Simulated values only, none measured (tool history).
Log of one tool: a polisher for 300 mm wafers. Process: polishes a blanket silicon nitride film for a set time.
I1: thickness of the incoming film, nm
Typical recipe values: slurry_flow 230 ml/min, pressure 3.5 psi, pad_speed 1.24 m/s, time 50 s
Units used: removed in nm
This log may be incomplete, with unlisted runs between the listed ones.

run 1 day=0 | slurry_flow=250 pressure=3.5 pad_speed=1.24 time=46 | I1=912.2 | removed=88.3
run 2 day=1.979 | slurry_flow=250 pressure=3.5 pad_speed=1.24 time=46 | I1=887.5 | removed=88.3
run 3 day=4.579 | slurry_flow=230 pressure=3.5 pad_speed=1.24 time=50 | I1=899.8 | removed=92.8
-- day=5.933 worn pad replaced by a new one
-- day=6.283 slurry nozzle cleaned
run 4 day=7.404 | slurry_flow=230 pressure=3.5 pad_speed=1.24 time=50 | I1=902.5 | removed=97.6
run 5 day=10.829 | slurry_flow=285 pressure=4 pad_speed=1.24 time=50 | I1=896.1 | removed=111.2
run 6 day=13.383 | slurry_flow=285 pressure=4 pad_speed=1.24 time=50 | I1=913 | removed=110.6
run 7 day=16.429 | slurry_flow=230 pressure=3.5 pad_speed=1.24 time=50 | I1=905.9 | removed=94.5
-- day=16.688 slurry nozzle cleaned
-- day=19.221 worn pad replaced by a new one
run 8 day=20.092 | slurry_flow=230 pressure=3.5 pad_speed=1.24 time=50 | I1=916.1 | removed=99.6
run 9 day=23.525 | slurry_flow=230 pressure=3.5 pad_speed=1.24 time=50 | I1=892.3 | removed=98.9
-- day=25.829 head pressure recalibrated
-- day=27.171 slurry nozzle cleaned
-- day=32.071 worn pad replaced by a new one
run 10 day=35.938 | slurry_flow=285 pressure=3.8 pad_speed=1.24 time=45 | I1=897.4 | removed=92.6
run 11 day=38.925 | slurry_flow=165 pressure=3.5 pad_speed=1.6 time=50 | I1=894.9 | removed=109.9
-- day=40.792 slurry nozzle cleaned
run 12 day=40.812 | slurry_flow=155 pressure=4.5 pad_speed=1.1 time=58 | I1=918.1 | removed=117
-- day=42.321 worn pad replaced by a new one
run 13 day=45.208 | slurry_flow=200 pressure=3.5 pad_speed=1.24 time=50 | I1=887 | removed=94.5
run 14 day=49.412 | slurry_flow=205 pressure=3.5 pad_speed=0.96 time=50 | I1=909.5 | removed=75.9
-- day=51.812 slurry nozzle cleaned
run 15 day=52.612 | slurry_flow=285 pressure=3.5 pad_speed=1.52 time=44 | I1=889 | removed=97.7
-- day=54.067 worn pad replaced by a new one
run 16 day=54.533 | slurry_flow=195 pressure=2.5 pad_speed=1.24 time=45 | I1=906.4 | removed=66.4
run 17 day=56.175 | slurry_flow=230 pressure=3.5 pad_speed=1.24 time=50 | I1=907.6 | removed=98.2
run 18 day=59.567 | slurry_flow=150 pressure=2.5 pad_speed=1.1 time=56 | I1=892.6 | removed=70.8

Forecast each of these 5 alternatives for the next run:
run A day=59.583 | slurry_flow=230 pressure=3.5 pad_speed=1.24 time=37 | I1=893.8 | removed=?
run B day=59.583 | slurry_flow=285 pressure=2.9 pad_speed=1.24 time=50 | I1=893.8 | removed=?
run C day=59.583 | slurry_flow=230 pressure=3.5 pad_speed=1.6 time=41 | I1=893.8 | removed=?
run D day=59.583 | slurry_flow=170 pressure=3.5 pad_speed=1.24 time=41 | I1=893.8 | removed=?
run E day=59.583 | slurry_flow=170 pressure=4 pad_speed=1.5 time=63 | I1=893.8 | removed=?

run=A removed=72.3
run=B removed=84.7
run=C removed=98.2
run=D removed=77.8
run=E removed=156.5
What these runs would have given with no unlogged condition in the tool:
run=A removed=70.3
run=B removed=82.3
run=C removed=95.5
run=D removed=75.7
run=E removed=152.2

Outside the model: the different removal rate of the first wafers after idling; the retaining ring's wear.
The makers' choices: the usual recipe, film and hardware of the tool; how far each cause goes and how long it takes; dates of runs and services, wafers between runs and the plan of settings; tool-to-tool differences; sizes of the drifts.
